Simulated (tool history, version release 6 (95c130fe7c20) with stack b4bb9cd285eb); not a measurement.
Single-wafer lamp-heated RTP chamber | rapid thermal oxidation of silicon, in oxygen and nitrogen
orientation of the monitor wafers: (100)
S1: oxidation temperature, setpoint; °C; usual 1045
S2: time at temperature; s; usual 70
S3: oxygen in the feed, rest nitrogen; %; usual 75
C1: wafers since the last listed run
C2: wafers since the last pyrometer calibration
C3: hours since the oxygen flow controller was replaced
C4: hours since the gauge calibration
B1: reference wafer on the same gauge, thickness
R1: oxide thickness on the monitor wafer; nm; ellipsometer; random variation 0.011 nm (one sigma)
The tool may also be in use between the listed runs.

run 1 day=0.000 | S1=1045 S2=89 S3=75 | C1=0 C2=4030 C3=4343.1 C4=1068.2 | B1=8.621 | R1=8.495
-- day=4.204 gauge calibrated
run 2 day=5.804 | S1=1045 S2=89 S3=75 | C1=706 C2=4737 C3=4482.4 C4=38.4 | B1=8.624 | R1=8.492
run 3 day=7.054 | S1=1045 S2=89 S3=75 | C1=152 C2=4889 C3=4512.4 C4=68.4 | B1=8.618 | R1=8.485
run 4 day=8.379 | S1=1045 S2=70 S3=75 | C1=161 C2=5050 C3=4544.2 C4=100.2 | B1=8.621 | R1=7.620
run 5 day=11.292 | S1=1045 S2=70 S3=75 | C1=354 C2=5405 C3=4614.1 C4=170.1 | B1=8.619 | R1=7.656
run 6 day=13.904 | S1=1045 S2=94 S3=75 | C1=318 C2=5723 C3=4676.8 C4=232.8 | B1=8.618 | R1=8.757
run 7 day=15.654 | S1=1045 S2=94 S3=75 | C1=213 C2=5936 C3=4718.8 C4=274.8 | B1=8.617 | R1=8.752
-- day=16.662 pyrometer window cleaned and pyrometer calibrated
run 8 day=17.679 | S1=1045 S2=94 S3=75 | C1=205 C2=123 C3=4767.4 C4=323.4 | B1=8.622 | R1=8.643
run 9 day=20.238 | S1=1045 S2=70 S3=75 | C1=311 C2=435 C3=4828.8 C4=384.8 | B1=8.624 | R1=7.553
run 10 day=21.562 | S1=1045 S2=70 S3=75 | C1=161 C2=596 C3=4860.6 C4=416.6 | B1=8.622 | R1=7.588
run 11 day=23.996 | S1=1026 S2=70 S3=75 | C1=296 C2=892 C3=4919.0 C4=475.0 | B1=8.625 | R1=6.630
run 12 day=26.529 | S1=1026 S2=70 S3=75 | C1=308 C2=1201 C3=4979.8 C4=535.8 | B1=8.623 | R1=6.625
run 13 day=28.188 | S1=1045 S2=70 S3=75 | C1=201 C2=1403 C3=5019.6 C4=575.6 | B1=8.620 | R1=7.571
-- day=29.675 oxygen flow controller replaced
run 14 day=30.396 | S1=1045 S2=70 S3=75 | C1=228 C2=1631 C3=17.3 C4=628.6 | B1=8.617 | R1=7.561
run 15 day=32.550 | S1=1045 S2=70 S3=75 | C1=262 C2=1893 C3=69.0 C4=680.3 | B1=8.621 | R1=7.572
run 16 day=35.521 | S1=1045 S2=96 S3=75 | C1=361 C2=2255 C3=140.3 C4=751.6 | B1=8.620 | R1=8.733
run 17 day=37.279 | S1=1045 S2=102 S3=59 | C1=214 C2=2469 C3=182.5 C4=793.8 | B1=8.618 | R1=8.252
run 18 day=40.242 | S1=1053 S2=57 S3=84 | C1=360 C2=2830 C3=253.6 C4=864.9 | B1=8.618 | R1=7.616
run 19 day=42.962 | S1=1015 S2=70 S3=52 | C1=331 C2=3161 C3=318.9 C4=930.2 | B1=8.621 | R1=5.410
run 20 day=45.746 | S1=1045 S2=70 S3=96 | C1=338 C2=3500 C3=385.7 C4=997.0 | B1=8.618 | R1=8.308
-- day=47.838 gauge calibrated
run 21 day=52.358 | S1=1045 S2=70 S3=75 | C1=805 C2=4305 C3=544.4 C4=108.5 | B1=8.619 | R1=7.620
run 22 day=53.588 | S1=1037 S2=70 S3=98 | C1=149 C2=4455 C3=573.9 C4=138.0 | B1=8.624 | R1=7.932
-- day=62.596 pyrometer window cleaned and pyrometer calibrated
run 23 day=62.617 | S1=1045 S2=70 S3=75 | C1=1058 C2=2 C3=790.6 C4=354.7 | B1=8.616 | R1=7.587
run 24 day=63.738 | S1=1045 S2=104 S3=62 | C1=136 C2=139 C3=817.5 C4=381.6 | B1=8.618 | R1=8.446
run 25 day=64.854 | S1=1045 S2=70 S3=96 | C1=135 C2=275 C3=844.3 C4=408.4 | B1=8.622 | R1=8.277
run 26 day=66.192 | S1=1045 S2=61 S3=98 | C1=162 C2=437 C3=876.4 C4=440.5 | B1=8.622 | R1=7.834
run 27 day=68.925 | S1=1045 S2=70 S3=75 | C1=332 C2=770 C3=942.0 C4=506.1 | B1=8.621 | R1=7.583
run 28 day=70.575 | S1=1061 S2=87 S3=91 | C1=200 C2=971 C3=981.6 C4=545.7 | B1=8.618 | R1=10.004
run 29 day=77.517 | S1=1016 S2=70 S3=98 | C1=845 C2=1816 C3=1148.2 C4=712.3 | B1=8.621 | R1=6.778
run 30 day=80.404 | S1=1045 S2=101 S3=75 | C1=351 C2=2168 C3=1217.5 C4=781.6 | B1=8.618 | R1=8.965
run 31 day=82.346 | S1=1045 S2=49 S3=66 | C1=236 C2=2404 C3=1264.1 C4=828.2 | B1=8.621 | R1=6.200
run 32 day=83.838 | S1=1053 S2=70 S3=75 | C1=181 C2=2586 C3=1299.9 C4=864.0 | B1=8.622 | R1=8.029
run 33 day=85.583 | S1=1045 S2=70 S3=75 | C1=212 C2=2798 C3=1341.8 C4=905.9 | B1=8.616 | R1=7.604

Some steps in R1 between neighbouring runs. How much of each would the tool show without its hidden state too (settings, what came in, random variation), and how much is left for the hidden state, with any gauge scatter that isn't in both results?
The hidden state here: true wafer temperature minus pyrometer reading, K; deviation of the oxygen flow from its setpoint, %; gauge reads high (%).
Run 5 -> 6: S2 70 -> 94. R1 +1.101 nm: hidden state +0.024, all else +1.077.
Run 7 -> 8: pyrometer window cleaned and pyrometer calibrated. R1 -0.109 nm: hidden state -0.115, all else +0.006.
Run 19 -> 20: S1 1015 -> 1045, S3 52 -> 96. R1 +2.898 nm: hidden state +0.017, all else +2.881.
Run 22 -> 23: S1 1037 -> 1045, S3 98 -> 75, pyrometer window cleaned and pyrometer calibrated. R1 -0.345 nm: hidden state -0.038, all else -0.307.
Run 28 -> 29: S1 1061 -> 1016, S2 87 -> 70, S3 91 -> 98. R1 -3.226 nm: hidden state -0.004, all else -3.222.
Run 30 -> 31: S2 101 -> 49, S3 75 -> 66. R1 -2.765 nm: hidden state -0.010, all else -2.755.
